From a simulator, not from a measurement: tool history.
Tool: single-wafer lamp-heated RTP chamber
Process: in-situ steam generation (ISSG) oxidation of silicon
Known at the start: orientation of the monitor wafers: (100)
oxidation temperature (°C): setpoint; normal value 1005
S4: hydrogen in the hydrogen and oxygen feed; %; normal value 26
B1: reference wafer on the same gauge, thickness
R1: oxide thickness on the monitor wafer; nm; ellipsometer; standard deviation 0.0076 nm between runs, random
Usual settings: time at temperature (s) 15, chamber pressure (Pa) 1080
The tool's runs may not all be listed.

run 1 hour=0 | oxidation_temperature_(°C)=1005 time_at_temperature_(s)=15 chamber_pressure_(Pa)=1080 S4=26 | B1=4.78 | R1=5.052
run 2 hour=61.1 | oxidation_temperature_(°C)=1005 time_at_temperature_(s)=15 chamber_pressure_(Pa)=1080 S4=26 | B1=4.779 | R1=5.057
run 3 hour=145.1 | oxidation_temperature_(°C)=1005 time_at_temperature_(s)=15 chamber_pressure_(Pa)=1080 S4=26 | B1=4.78 | R1=5.059
run 4 hour=187.7 | oxidation_temperature_(°C)=1005 time_at_temperature_(s)=15 chamber_pressure_(Pa)=1080 S4=31 | B1=4.78 | R1=5.292
run 5 hour=285.7 | oxidation_temperature_(°C)=1005 time_at_temperature_(s)=15 chamber_pressure_(Pa)=1080 S4=31 | B1=4.78 | R1=5.312
run 6 hour=365.7 | oxidation_temperature_(°C)=1005 time_at_temperature_(s)=11 chamber_pressure_(Pa)=1080 S4=26 | B1=4.78 | R1=4.426
run 7 hour=444.6 | oxidation_temperature_(°C)=1005 time_at_temperature_(s)=11 chamber_pressure_(Pa)=1080 S4=26 | B1=4.78 | R1=4.419
run 8 hour=527.1 | oxidation_temperature_(°C)=1005 time_at_temperature_(s)=11 chamber_pressure_(Pa)=1080 S4=26 | B1=4.78 | R1=4.431
run 9 hour=598.9 | oxidation_temperature_(°C)=1005 time_at_temperature_(s)=15 chamber_pressure_(Pa)=1080 S4=26 | B1=4.781 | R1=5.083
-- hour=638.4 pyrometer window cleaned and pyrometer calibrated
run 10 hour=687.3 | oxidation_temperature_(°C)=1005 time_at_temperature_(s)=15 chamber_pressure_(Pa)=1080 S4=26 | B1=4.78 | R1=5.032
run 11 hour=771.6 | oxidation_temperature_(°C)=1017 time_at_temperature_(s)=15 chamber_pressure_(Pa)=1080 S4=26 | B1=4.78 | R1=5.267
run 12 hour=821 | oxidation_temperature_(°C)=1017 time_at_temperature_(s)=15 chamber_pressure_(Pa)=1080 S4=26 | B1=4.781 | R1=5.271
run 13 hour=908.7 | oxidation_temperature_(°C)=1005 time_at_temperature_(s)=15 chamber_pressure_(Pa)=1080 S4=26 | B1=4.78 | R1=5.036
-- hour=969.8 hydrogen flow controller replaced
run 14 hour=1012.2 | oxidation_temperature_(°C)=1005 time_at_temperature_(s)=15 chamber_pressure_(Pa)=1080 S4=26 | B1=4.78 | R1=5.117
run 15 hour=1098.8 | oxidation_temperature_(°C)=1005 time_at_temperature_(s)=15 chamber_pressure_(Pa)=1080 S4=26 | B1=4.779 | R1=5.122
run 16 hour=1174.6 | oxidation_temperature_(°C)=1005 time_at_temperature_(s)=15 chamber_pressure_(Pa)=1080 S4=32 | B1=4.779 | R1=5.411
run 17 hour=1263.3 | oxidation_temperature_(°C)=987 time_at_temperature_(s)=15 chamber_pressure_(Pa)=1133 S4=26 | B1=4.78 | R1=4.762
-- hour=1379.5 pyrometer window cleaned and pyrometer calibrated
run 18 hour=1410.3 | oxidation_temperature_(°C)=1005 time_at_temperature_(s)=12 chamber_pressure_(Pa)=1173 S4=26 | B1=4.782 | R1=4.571
run 19 hour=1488 | oxidation_temperature_(°C)=1005 time_at_temperature_(s)=15 chamber_pressure_(Pa)=1080 S4=26 | B1=4.782 | R1=5.071
-- hour=1552.1 pressure gauge zeroed
-- hour=1580.4 gauge calibrated
run 20 hour=1595.3 | oxidation_temperature_(°C)=991 time_at_temperature_(s)=19 chamber_pressure_(Pa)=1253 S4=32 | B1=4.78 | R1=5.515
run 21 hour=1649.9 | oxidation_temperature_(°C)=1005 time_at_temperature_(s)=15 chamber_pressure_(Pa)=1200 S4=26 | B1=4.78 | R1=5.025
run 22 hour=1728.2 | oxidation_temperature_(°C)=1005 time_at_temperature_(s)=15 chamber_pressure_(Pa)=1173 S4=19 | B1=4.779 | R1=4.681
run 23 hour=1772 | oxidation_temperature_(°C)=1005 time_at_temperature_(s)=15 chamber_pressure_(Pa)=1080 S4=20 | B1=4.78 | R1=4.756
run 24 hour=1843 | oxidation_temperature_(°C)=994 time_at_temperature_(s)=15 chamber_pressure_(Pa)=1080 S4=26 | B1=4.78 | R1=4.875
run 25 hour=1917.7 | oxidation_temperature_(°C)=1005 time_at_temperature_(s)=17 chamber_pressure_(Pa)=973 S4=26 | B1=4.78 | R1=5.389
run 26 hour=1955 | oxidation_temperature_(°C)=1015 time_at_temperature_(s)=15 chamber_pressure_(Pa)=1000 S4=30 | B1=4.781 | R1=5.511
run 27 hour=2011.9 | oxidation_temperature_(°C)=1005 time_at_temperature_(s)=15 chamber_pressure_(Pa)=1080 S4=26 | B1=4.779 | R1=5.101
run 28 hour=2107.3 | oxidation_temperature_(°C)=1005 time_at_temperature_(s)=15 chamber_pressure_(Pa)=1080 S4=26 | B1=4.78 | R1=5.102
run 29 hour=2197.6 | oxidation_temperature_(°C)=1005 time_at_temperature_(s)=15 chamber_pressure_(Pa)=1147 S4=26 | B1=4.779 | R1=5.093
-- hour=2241.9 pyrometer window cleaned and pyrometer calibrated
run 30 hour=2287.9 | oxidation_temperature_(°C)=1005 time_at_temperature_(s)=15 chamber_pressure_(Pa)=1080 S4=26 | B1=4.779 | R1=5.043

5 options for the next run, each taken on its own from the tool as it stands now. Forecast them:
run A hour=2288.3 | oxidation_temperature_(°C)=990 time_at_temperature_(s)=15 chamber_pressure_(Pa)=1080 S4=26 | B1=? | R1=?
run B hour=2288.3 | oxidation_temperature_(°C)=1018 time_at_temperature_(s)=15 chamber_pressure_(Pa)=1080 S4=18 | B1=? | R1=?
run C hour=2288.3 | oxidation_temperature_(°C)=1023 time_at_temperature_(s)=15 chamber_pressure_(Pa)=1080 S4=26 | B1=? | R1=?
run D hour=2288.3 | oxidation_temperature_(°C)=1005 time_at_temperature_(s)=10 chamber_pressure_(Pa)=1080 S4=26 | B1=? | R1=?
run E hour=2288.3 | oxidation_temperature_(°C)=1005 time_at_temperature_(s)=15 chamber_pressure_(Pa)=1187 S4=26 | B1=? | R1=?

run=A B1=4.781 R1=4.784
run=B B1=4.781 R1=4.866
run=C B1=4.781 R1=5.445
run=D B1=4.781 R1=4.246
run=E B1=4.781 R1=5.016
Without the tool's hidden state the same runs would have given:
run=A R1=4.805
run=B R1=4.885
run=C R1=5.466
run=D R1=4.267
run=E R1=5.035
